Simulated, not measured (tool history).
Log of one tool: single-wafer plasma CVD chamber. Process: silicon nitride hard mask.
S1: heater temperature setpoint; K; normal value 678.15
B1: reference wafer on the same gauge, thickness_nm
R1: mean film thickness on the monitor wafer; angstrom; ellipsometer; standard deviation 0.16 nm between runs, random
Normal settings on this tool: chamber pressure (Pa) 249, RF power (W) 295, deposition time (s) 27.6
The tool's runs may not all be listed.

{"run": 1, "hour": 0.0, "S1": 678.15, "chamber pressure (Pa)": 249, "RF power (W)": 295, "deposition time (s)": 27.6, "B1": 31.797, "R1": 312.36}
{"run": 2, "hour": 54.7, "S1": 678.15, "chamber pressure (Pa)": 249, "RF power (W)": 295, "deposition time (s)": 27.6, "B1": 31.828, "R1": 309.57}
{"run": 3, "hour": 79.0, "S1": 678.15, "chamber pressure (Pa)": 249, "RF power (W)": 295, "deposition time (s)": 27.6, "B1": 31.806, "R1": 310.53}
{"run": 4, "hour": 112.8, "S1": 678.15, "chamber pressure (Pa)": 289, "RF power (W)": 325, "deposition time (s)": 27.6, "B1": 31.799, "R1": 344.55}
{"run": 5, "hour": 176.0, "S1": 678.15, "chamber pressure (Pa)": 289, "RF power (W)": 325, "deposition time (s)": 27.6, "B1": 31.764, "R1": 345.38}
{"run": 6, "hour": 209.2, "S1": 678.15, "chamber pressure (Pa)": 249, "RF power (W)": 295, "deposition time (s)": 27.6, "B1": 31.753, "R1": 305.98}
{"run": 7, "hour": 254.6, "S1": 678.15, "chamber pressure (Pa)": 249, "RF power (W)": 295, "deposition time (s)": 27.6, "B1": 31.797, "R1": 308.54}
{"hour": 301.1, "done": "gauge calibrated"}
{"run": 8, "hour": 308.7, "S1": 678.15, "chamber pressure (Pa)": 249, "RF power (W)": 295, "deposition time (s)": 27.6, "B1": 31.775, "R1": 306.73}
{"run": 9, "hour": 343.2, "S1": 672.15, "chamber pressure (Pa)": 249, "RF power (W)": 295, "deposition time (s)": 27.6, "B1": 31.796, "R1": 306.12}
{"run": 10, "hour": 410.6, "S1": 678.15, "chamber pressure (Pa)": 249, "RF power (W)": 295, "deposition time (s)": 27.6, "B1": 31.796, "R1": 303.82}
{"run": 11, "hour": 469.3, "S1": 673.15, "chamber pressure (Pa)": 249, "RF power (W)": 295, "deposition time (s)": 27.6, "B1": 31.831, "R1": 304.17}
{"run": 12, "hour": 501.9, "S1": 673.15, "chamber pressure (Pa)": 249, "RF power (W)": 295, "deposition time (s)": 27.6, "B1": 31.754, "R1": 304.45}
{"run": 13, "hour": 564.9, "S1": 678.15, "chamber pressure (Pa)": 205, "RF power (W)": 295, "deposition time (s)": 27.6, "B1": 31.801, "R1": 295.75}
{"hour": 581.0, "done": "thermocouple changed; heater temperature recalibrated"}
{"run": 14, "hour": 591.6, "S1": 671.15, "chamber pressure (Pa)": 284, "RF power (W)": 310, "deposition time (s)": 31.0, "B1": 31.785, "R1": 365.89}
{"hour": 622.5, "done": "showerhead replaced"}
{"run": 15, "hour": 624.2, "S1": 672.15, "chamber pressure (Pa)": 249, "RF power (W)": 295, "deposition time (s)": 27.6, "B1": 31.754, "R1": 305.49}
{"run": 16, "hour": 672.4, "S1": 678.15, "chamber pressure (Pa)": 189, "RF power (W)": 350, "deposition time (s)": 30.9, "B1": 31.782, "R1": 380.1}
{"hour": 688.9, "done": "RF generator calibrated"}
{"hour": 704.0, "done": "capacitance manometer re-zeroed and calibrated"}
{"run": 17, "hour": 713.3, "S1": 671.15, "chamber pressure (Pa)": 200, "RF power (W)": 315, "deposition time (s)": 25.2, "B1": 31.785, "R1": 299.48}
{"hour": 751.1, "done": "gauge calibrated"}
{"run": 18, "hour": 756.8, "S1": 669.15, "chamber pressure (Pa)": 249, "RF power (W)": 240, "deposition time (s)": 27.6, "B1": 31.761, "R1": 254.72}
{"run": 19, "hour": 781.8, "S1": 672.15, "chamber pressure (Pa)": 249, "RF power (W)": 295, "deposition time (s)": 27.6, "B1": 31.775, "R1": 319.47}
{"run": 20, "hour": 809.7, "S1": 678.15, "chamber pressure (Pa)": 227, "RF power (W)": 240, "deposition time (s)": 24.7, "B1": 31.837, "R1": 223.04}
{"run": 21, "hour": 862.6, "S1": 689.15, "chamber pressure (Pa)": 192, "RF power (W)": 295, "deposition time (s)": 30.1, "B1": 31.796, "R1": 329.25}
{"run": 22, "hour": 932.1, "S1": 678.15, "chamber pressure (Pa)": 265, "RF power (W)": 295, "deposition time (s)": 27.6, "B1": 31.822, "R1": 316.47}
{"run": 23, "hour": 981.9, "S1": 664.15, "chamber pressure (Pa)": 304, "RF power (W)": 270, "deposition time (s)": 30.6, "B1": 31.834, "R1": 326.36}

A few steps of R1 between consecutive runs. Split each: what settings, incoming material and random variation would produce without the hidden state, and what is left over for the hidden state, along with gauge scatter present in only one of the two compared results (measured, and without hidden state):
The hidden state here: wafer temperature above the value expected at the setpoint (K); delivered RF power above the setpoint (%); true pressure above the setpoint (%); gauge reads high (%).
Run 13 -> 14: S1 678.15 -> 671.15, chamber pressure (Pa) 205 -> 284, RF power (W) 295 -> 310, deposition time (s) 27.6 -> 31.0, thermocouple changed; heater temperature recalibrated. R1 +70.14 angstrom: hidden state -3.67, all else +73.81.
Run 16 -> 17: S1 678.15 -> 671.15, chamber pressure (Pa) 189 -> 200, RF power (W) 350 -> 315, deposition time (s) 30.9 -> 25.2, RF generator calibrated, capacitance manometer re-zeroed and calibrated. R1 -80.62 angstrom: hidden state +18.51, all else -99.13.
Run 19 -> 20: S1 672.15 -> 678.15, chamber pressure (Pa) 249 -> 227, RF power (W) 295 -> 240, deposition time (s) 27.6 -> 24.7. R1 -96.43 angstrom: hidden state +0.38, all else -96.81.
Run 20 -> 21: S1 678.15 -> 689.15, chamber pressure (Pa) 227 -> 192, RF power (W) 240 -> 295, deposition time (s) 24.7 -> 30.1. R1 +106.21 angstrom: hidden state -3.31, all else +109.52.
